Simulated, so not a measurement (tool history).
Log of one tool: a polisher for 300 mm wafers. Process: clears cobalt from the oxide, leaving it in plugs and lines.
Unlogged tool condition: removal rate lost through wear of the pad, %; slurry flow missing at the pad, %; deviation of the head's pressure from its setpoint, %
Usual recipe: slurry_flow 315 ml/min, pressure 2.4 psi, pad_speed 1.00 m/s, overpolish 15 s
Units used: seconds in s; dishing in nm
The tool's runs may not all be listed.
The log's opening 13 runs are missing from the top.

run     day  slurry_flow  pressure  pad_speed  overpolish  wafers since the last listed run  wafers polished on this pad  hours since the slurry nozzle was cleaned  hours since the head pressure was calibrated  incoming thickness of the incoming film, nm  seconds  dishing
 14   6.046          350       2.4       1.00          15                               129                          993                                      826.3                                           8.5                                        159.8     22.5     60.6
      6.879  -- worn pad replaced by a new one
 15   6.900          315       2.4       1.00          15                               266                            8                                      846.8                                          29.0                                        158.7     22.6     61.1
 16   7.317          315       2.4       1.00          15                               161                          169                                      856.8                                          39.0                                        162.5     22.9     62.8
 17   7.879          315       2.4       1.00          15                               218                          387                                      870.3                                          52.5                                        161.1     22.8     63.4
 18   8.129          205       2.4       1.00          15                                96                          484                                      876.3                                          58.5                                        157.2     23.0     60.0
      8.179  -- slurry nozzle cleaned
 19   8.404          315       2.4       1.00          15                                90                          575                                        5.4                                          65.1                                        156.6     22.0     62.2
 20   9.112          315       2.4       0.78          15                               274                          849                                       22.4                                          82.1                                        159.9     28.5     53.1
 21   9.458          315       2.4       1.00          15                               134                          984                                       30.7                                          90.4                                        160.2     22.5     62.2
 22   9.983          255       2.4       1.22          18                               203                         1187                                       43.3                                         103.0                                        161.0     19.0     73.8
 23  10.238          350       2.4       1.00          15                                98                         1286                                       49.4                                         109.1                                        160.9     22.0     63.3

Predict the results of run 24:
     10.725  -- worn pad replaced by a new one
 24  10.854          315       1.9       0.82          15                               174                           50                                       64.2                                         123.9                                        157.7        ?        ?

{"run 24": {"seconds": 34.0, "dishing": 48.7}}
With no hidden state in the tool, this same run would have given seconds 34.0 s, dishing 48.7 nm.
